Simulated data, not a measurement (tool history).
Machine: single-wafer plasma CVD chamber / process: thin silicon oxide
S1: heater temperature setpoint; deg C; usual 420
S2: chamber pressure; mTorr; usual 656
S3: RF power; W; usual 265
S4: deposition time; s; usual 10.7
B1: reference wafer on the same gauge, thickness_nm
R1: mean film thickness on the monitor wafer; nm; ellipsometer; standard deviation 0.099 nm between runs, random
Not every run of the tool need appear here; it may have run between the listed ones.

{"run": 1, "hour": 0.0, "S1": 420, "S2": 656, "S3": 265, "S4": 10.7, "B1": 14.208, "R1": 15.401}
{"run": 2, "hour": 71.4, "S1": 420, "S2": 656, "S3": 265, "S4": 10.7, "B1": 14.191, "R1": 15.387}
{"run": 3, "hour": 104.8, "S1": 420, "S2": 656, "S3": 265, "S4": 10.7, "B1": 14.185, "R1": 15.179}
{"hour": 121.1, "done": "showerhead replaced"}
{"hour": 123.7, "done": "RF generator calibrated"}
{"run": 4, "hour": 163.5, "S1": 420, "S2": 656, "S3": 265, "S4": 10.7, "B1": 14.207, "R1": 15.425}
{"hour": 189.6, "done": "capacitance manometer re-zeroed and calibrated, repeated, since the last time left the tool worse"}
{"run": 5, "hour": 231.8, "S1": 420, "S2": 794, "S3": 245, "S4": 10.7, "B1": 14.188, "R1": 18.406}
{"hour": 290.6, "done": "gauge calibrated"}
{"run": 6, "hour": 292.0, "S1": 420, "S2": 656, "S3": 265, "S4": 10.7, "B1": 14.206, "R1": 16.455}
{"run": 7, "hour": 344.2, "S1": 413, "S2": 656, "S3": 295, "S4": 10.7, "B1": 14.207, "R1": 17.737}
{"run": 8, "hour": 400.3, "S1": 420, "S2": 656, "S3": 265, "S4": 10.7, "B1": 14.175, "R1": 16.595}
{"run": 9, "hour": 438.4, "S1": 420, "S2": 656, "S3": 305, "S4": 10.7, "B1": 14.178, "R1": 17.961}
{"hour": 455.3, "done": "thermocouple changed; heater temperature recalibrated"}
{"run": 10, "hour": 482.6, "S1": 407, "S2": 656, "S3": 265, "S4": 10.7, "B1": 14.185, "R1": 16.831}
{"run": 11, "hour": 518.5, "S1": 431, "S2": 530, "S3": 285, "S4": 8.7, "B1": 14.198, "R1": 12.121}
{"run": 12, "hour": 576.3, "S1": 420, "S2": 656, "S3": 265, "S4": 9.3, "B1": 14.208, "R1": 14.536}
{"run": 13, "hour": 616.1, "S1": 430, "S2": 742, "S3": 265, "S4": 9.2, "B1": 14.197, "R1": 15.708}
{"run": 14, "hour": 642.7, "S1": 430, "S2": 656, "S3": 295, "S4": 11.3, "B1": 14.188, "R1": 18.568}
{"run": 15, "hour": 683.4, "S1": 420, "S2": 656, "S3": 265, "S4": 10.7, "B1": 14.188, "R1": 16.624}
{"run": 16, "hour": 729.2, "S1": 420, "S2": 656, "S3": 285, "S4": 9.4, "B1": 14.15, "R1": 15.114}
{"run": 17, "hour": 778.5, "S1": 420, "S2": 699, "S3": 265, "S4": 10.7, "B1": 14.177, "R1": 17.508}
{"run": 18, "hour": 825.6, "S1": 413, "S2": 656, "S3": 300, "S4": 12.2, "B1": 14.194, "R1": 20.231}
{"run": 19, "hour": 855.5, "S1": 420, "S2": 656, "S3": 285, "S4": 10.7, "B1": 14.199, "R1": 17.524}
{"run": 20, "hour": 888.6, "S1": 420, "S2": 530, "S3": 265, "S4": 10.7, "B1": 14.211, "R1": 14.259}
{"run": 21, "hour": 1017.1, "S1": 420, "S2": 656, "S3": 265, "S4": 10.7, "B1": 14.203, "R1": 16.572}
{"run": 22, "hour": 1048.7, "S1": 434, "S2": 656, "S3": 265, "S4": 10.7, "B1": 14.211, "R1": 16.408}
{"run": 23, "hour": 1099.4, "S1": 420, "S2": 656, "S3": 305, "S4": 12.8, "B1": 14.215, "R1": 21.271}
{"run": 24, "hour": 1156.3, "S1": 420, "S2": 656, "S3": 265, "S4": 10.7, "B1": 14.186, "R1": 16.57}
{"run": 25, "hour": 1197.7, "S1": 420, "S2": 656, "S3": 265, "S4": 10.7, "B1": 14.167, "R1": 16.411}
{"run": 26, "hour": 1222.4, "S1": 420, "S2": 765, "S3": 265, "S4": 12.1, "B1": 14.189, "R1": 21.111}
{"run": 27, "hour": 1289.7, "S1": 420, "S2": 656, "S3": 265, "S4": 10.7, "B1": 14.15, "R1": 16.459}

5 options for the next run, each taken on its own from the tool as it stands now. Forecast them:
{"run": "A", "hour": 1290.1, "S1": 420, "S2": 656, "S3": 265, "S4": 10.7, "B1": "?", "R1": "?"}
{"run": "B", "hour": 1290.1, "S1": 413, "S2": 497, "S3": 265, "S4": 11.3, "B1": "?", "R1": "?"}
{"run": "C", "hour": 1290.1, "S1": 420, "S2": 800, "S3": 265, "S4": 10.7, "B1": "?", "R1": "?"}
{"run": "D", "hour": 1290.1, "S1": 416, "S2": 773, "S3": 245, "S4": 11.9, "B1": "?", "R1": "?"}
{"run": "E", "hour": 1290.1, "S1": 413, "S2": 656, "S3": 230, "S4": 10.7, "B1": "?", "R1": "?"}

run=A B1=14.174 R1=16.386
run=B B1=14.174 R1=14.248
run=C B1=14.174 R1=18.985
run=D B1=14.174 R1=19.706
run=E B1=14.174 R1=15.127
Stripped of hidden state, with their random variation kept, the same runs would have yielded:
run=A R1=16.622
run=B R1=14.460
run=C R1=19.237
run=D R1=19.977
run=E R1=15.345

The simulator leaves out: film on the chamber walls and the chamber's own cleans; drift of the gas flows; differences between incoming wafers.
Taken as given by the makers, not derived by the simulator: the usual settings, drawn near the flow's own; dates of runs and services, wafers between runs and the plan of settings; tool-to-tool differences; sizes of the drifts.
